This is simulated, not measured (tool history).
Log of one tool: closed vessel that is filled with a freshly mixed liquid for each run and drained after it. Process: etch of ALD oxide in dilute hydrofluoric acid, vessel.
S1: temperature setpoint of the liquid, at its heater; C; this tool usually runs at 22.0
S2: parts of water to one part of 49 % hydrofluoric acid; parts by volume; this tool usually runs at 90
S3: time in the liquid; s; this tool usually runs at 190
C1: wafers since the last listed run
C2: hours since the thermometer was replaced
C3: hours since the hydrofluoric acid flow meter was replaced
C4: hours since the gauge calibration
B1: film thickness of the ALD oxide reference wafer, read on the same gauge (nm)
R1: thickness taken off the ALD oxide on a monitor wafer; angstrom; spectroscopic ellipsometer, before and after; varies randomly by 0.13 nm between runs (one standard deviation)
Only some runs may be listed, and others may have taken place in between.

run,day,S1,S2,S3,C1,C2,C3,C4,B1,R1
1,0.000,22.0,90,190,0,684.7,1359.7,2343.1,42.21,253.1
2,2.096,22.0,90,190,3848,735.0,1410.0,2393.4,42.20,255.4
3,3.188,22.0,90,190,2004,761.2,1436.2,2419.6,42.22,252.4
4,5.150,22.0,90,155,3603,808.3,1483.3,2466.7,42.32,206.4
# day 7.233: gauge calibrated
5,7.612,22.0,90,155,4521,867.4,1542.4,9.1,39.98,196.6
6,9.504,22.0,90,280,3473,912.8,1587.8,54.5,40.00,358.6
7,12.025,22.0,90,190,4628,973.3,1648.3,115.0,40.03,239.8
8,14.917,22.0,90,190,5309,1042.7,1717.7,184.4,40.04,239.6
9,16.988,22.0,90,190,3802,1092.4,1767.4,234.1,40.10,242.1
10,24.671,22.0,90,190,14108,1276.8,1951.8,418.5,40.30,240.1
11,26.425,23.5,135,105,3221,1318.9,1993.9,460.6,40.37,89.0
12,28.000,22.0,115,190,2892,1356.7,2031.7,498.4,40.46,185.5
13,29.088,25.0,90,100,1996,1382.8,2057.8,524.5,40.47,145.1
14,30.821,25.0,90,190,3182,1424.4,2099.4,566.1,40.45,273.8
15,33.367,22.0,125,190,4674,1485.5,2160.5,627.2,40.55,166.9
16,35.171,19.5,110,190,3312,1528.8,2203.8,670.5,40.54,177.7
17,36.542,22.0,90,190,2517,1561.7,2236.7,703.4,40.53,244.4
# day 38.483: thermometer replaced
# day 38.533: hydrofluoric acid flow meter replaced
18,39.442,22.0,100,245,5172,23.0,21.8,773.0,40.58,280.5
19,41.196,22.0,90,190,3221,65.1,63.9,815.1,40.71,246.3

Run 20 comes next. What will it give?
20,43.746,22.0,100,255,4682,126.3,125.1,876.3,?,?

B1: 40.74
R1: 292.4 angstrom
Take away the tool's hidden state, keep the run-to-run variation as it was, and the same run would have given R1 287.1 angstrom.

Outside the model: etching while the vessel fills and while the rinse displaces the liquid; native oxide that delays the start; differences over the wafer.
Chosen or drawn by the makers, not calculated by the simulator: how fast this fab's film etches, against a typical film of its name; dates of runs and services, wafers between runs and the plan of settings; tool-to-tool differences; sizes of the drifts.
